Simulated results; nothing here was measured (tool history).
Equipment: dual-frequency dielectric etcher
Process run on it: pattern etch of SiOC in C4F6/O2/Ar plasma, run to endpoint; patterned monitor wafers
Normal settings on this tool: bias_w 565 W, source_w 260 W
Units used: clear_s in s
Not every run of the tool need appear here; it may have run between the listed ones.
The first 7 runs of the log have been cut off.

run     day  bias_w  source_w  wafers since the last listed run  hours since the last wet clean  hours since the last bias power generator calibration  hours since the last source power generator calibration  hours since the last upper electrode change  incoming incoming film thickness, nm  clear_s
      9.562  -- upper electrode replaced
  8   9.583     565       260                               161                           523.6                                                 1108.7                                                   2753.3                                          0.5                                 32.52     11.4
  9   9.862     565       260                               107                           530.3                                                 1115.4                                                     2760                                          7.2                                 32.38     11.4
 10  10.629     565       260                               296                           548.7                                                 1133.8                                                   2778.4                                         25.6                                 32.48     11.3
 11  12.004     565       210                               531                           581.7                                                 1166.8                                                   2811.4                                         58.6                                 32.06     11.8
     13.742  -- wet clean of the chamber
 12  13.762     565       210                               293                             0.5                                                   1209                                                   2853.6                                        100.8                                 32.39     12.2
 13  13.775     565       210                                 4                             0.8                                                 1209.3                                                   2853.9                                        101.1                                 32.23     12.3
 14    14.4     565       290                               241                            15.8                                                 1224.3                                                   2868.9                                        116.1                                 32.36     11.4
 15  15.862     565       290                               565                            50.9                                                 1259.4                                                     2904                                        151.2                                 32.16     11.3
 16  17.225     565       290                               526                            83.6                                                 1292.1                                                   2936.7                                        183.9                                 32.33     11.3
 17  18.492     565       260                               489                             114                                                 1322.5                                                   2967.1                                        214.3                                 31.98     11.6
     18.908  -- source power generator calibrated
 18  19.388     438       210                               281                           135.5                                                   1344                                                     11.5                                        235.8                                 32.53     13.2

Expected results for the next run?
 19  19.9     565       230                               198                           147.8                                                 1356.3                                                     23.8                                        248.1                                  32.5        ?

Run 19 produced clear_s 12.1 s.
On a tool with no hidden condition, and with the same random variation, this run would have come out at clear_s 12.1 s.
